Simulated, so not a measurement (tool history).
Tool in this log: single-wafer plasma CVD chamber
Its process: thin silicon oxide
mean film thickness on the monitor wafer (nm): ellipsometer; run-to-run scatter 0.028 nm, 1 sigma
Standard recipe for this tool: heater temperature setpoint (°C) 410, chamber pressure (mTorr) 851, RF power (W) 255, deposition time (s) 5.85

| run | hour | heater temperature setpoint (°C) | chamber pressure (mTorr) | RF power (W) | deposition time (s) | wafers since the last listed run | hours since the last thermocouple change | hours since the last RF generator calibration | hours since the last manometer calibration | hours since the showerhead was replaced | hours since the gauge calibration | read-back reference wafer on the same gauge, thickness_nm | mean film thickness on the monitor wafer (nm) |
|---|---|---|---|---|---|---|---|---|---|---|---|---|---|
| 1 | 0 | 410 | 851 | 255 | 5.85 | 0 | 846 | 1187.5 | 1279.5 | 4077 | 206.2 | 11.207 | 10.479 |
| 2 | 13 | 410 | 851 | 255 | 5.85 | 267 | 859 | 1200.5 | 1292.5 | 4090 | 219.2 | 11.209 | 10.519 |
| 3 | 42.3 | 410 | 851 | 280 | 5.85 | 603 | 888.3 | 1229.8 | 1321.8 | 4119.3 | 248.5 | 11.212 | 10.855 |
| 4 | 61.2 | 410 | 851 | 280 | 5.85 | 389 | 907.2 | 1248.7 | 1340.7 | 4138.2 | 267.4 | 11.193 | 10.856 |
|  | 81.1 | gauge calibrated |
| 5 | 84.3 | 410 | 851 | 280 | 5.85 | 475 | 930.3 | 1271.8 | 1363.8 | 4161.3 | 3.2 | 11.188 | 10.837 |
| 6 | 109.7 | 410 | 943 | 255 | 5.85 | 523 | 955.7 | 1297.2 | 1389.2 | 4186.7 | 28.6 | 11.202 | 11.635 |
| 7 | 132.5 | 410 | 943 | 255 | 5.85 | 469 | 978.5 | 1320 | 1412 | 4209.5 | 51.4 | 11.206 | 11.603 |
|  | 143 | capacitance manometer re-zeroed and calibrated |
| 8 | 152 | 410 | 943 | 255 | 5.85 | 236 | 998 | 1339.5 | 9 | 4229 | 70.9 | 11.207 | 11.637 |
| 9 | 181.2 | 410 | 851 | 290 | 5.85 | 601 | 1027.2 | 1368.7 | 38.2 | 4258.2 | 100.1 | 11.199 | 10.97 |
|  | 213.1 | showerhead replaced |
| 10 | 213.6 | 422 | 851 | 295 | 6.95 | 502 | 1059.6 | 1401.1 | 70.6 | 0.5 | 132.5 | 11.195 | 13.099 |
|  | 228.7 | RF generator calibrated |
| 11 | 230.5 | 410 | 851 | 255 | 5.85 | 183 | 1076.5 | 1.8 | 87.5 | 17.4 | 149.4 | 11.195 | 10.515 |
| 12 | 261.7 | 410 | 851 | 255 | 5.85 | 642 | 1107.7 | 33 | 118.7 | 48.6 | 180.6 | 11.196 | 10.521 |
|  | 282.4 | thermocouple changed; heater temperature recalibrated |
| 13 | 284.8 | 414 | 851 | 295 | 5.85 | 311 | 2.4 | 56.1 | 141.8 | 71.7 | 203.7 | 11.182 | 10.997 |
| 14 | 304.1 | 421 | 720 | 255 | 6.53 | 397 | 21.7 | 75.4 | 161.1 | 91 | 223 | 11.195 | 9.659 |
|  | 308.3 | gauge calibrated |
| 15 | 332.9 | 410 | 965 | 235 | 4.94 | 593 | 50.5 | 104.2 | 189.9 | 119.8 | 24.6 | 11.206 | 9.742 |
| 16 | 360.3 | 410 | 1043 | 255 | 5.85 | 564 | 77.9 | 131.6 | 217.3 | 147.2 | 52 | 11.198 | 12.572 |
| 17 | 380.8 | 410 | 979 | 255 | 5.05 | 422 | 98.4 | 152.1 | 237.8 | 167.7 | 72.5 | 11.198 | 10.359 |
| 18 | 394.8 | 410 | 851 | 255 | 6.53 | 288 | 112.4 | 166.1 | 251.8 | 181.7 | 86.5 | 11.192 | 11.755 |
| 19 | 450.7 | 402 | 972 | 255 | 6.25 | 1151 | 168.3 | 222 | 307.7 | 237.6 | 142.4 | 11.202 | 12.851 |

What if the next run were any one of these 5? Each begins from the tool's condition after run 19:
| A | 451.1 | 410 | 851 | 210 | 5.85 | 8 | 168.7 | 222.4 | 308.1 | 238 | 142.8 | ? | ? |
| B | 451.1 | 410 | 1033 | 225 | 5.18 | 8 | 168.7 | 222.4 | 308.1 | 238 | 142.8 | ? | ? |
| C | 451.1 | 397 | 1038 | 300 | 4.79 | 8 | 168.7 | 222.4 | 308.1 | 238 | 142.8 | ? | ? |
| D | 451.1 | 410 | 1064 | 285 | 5.85 | 8 | 168.7 | 222.4 | 308.1 | 238 | 142.8 | ? | ? |
| E | 451.1 | 414 | 851 | 255 | 5.85 | 8 | 168.7 | 222.4 | 308.1 | 238 | 142.8 | ? | ? |

| run | read-back reference wafer on the same gauge, thickness_nm | mean film thickness on the monitor wafer (nm) |
|---|---|---|
| A | 11.203 | 9.917 |
| B | 11.203 | 10.656 |
| C | 11.203 | 10.957 |
| D | 11.203 | 13.303 |
| E | 11.203 | 10.555 |
Without the tool's hidden state the same runs would have given:
| run | mean film thickness on the monitor wafer (nm) |
|---|---|
| A | 9.917 |
| B | 10.656 |
| C | 10.957 |
| D | 13.303 |
| E | 10.555 |
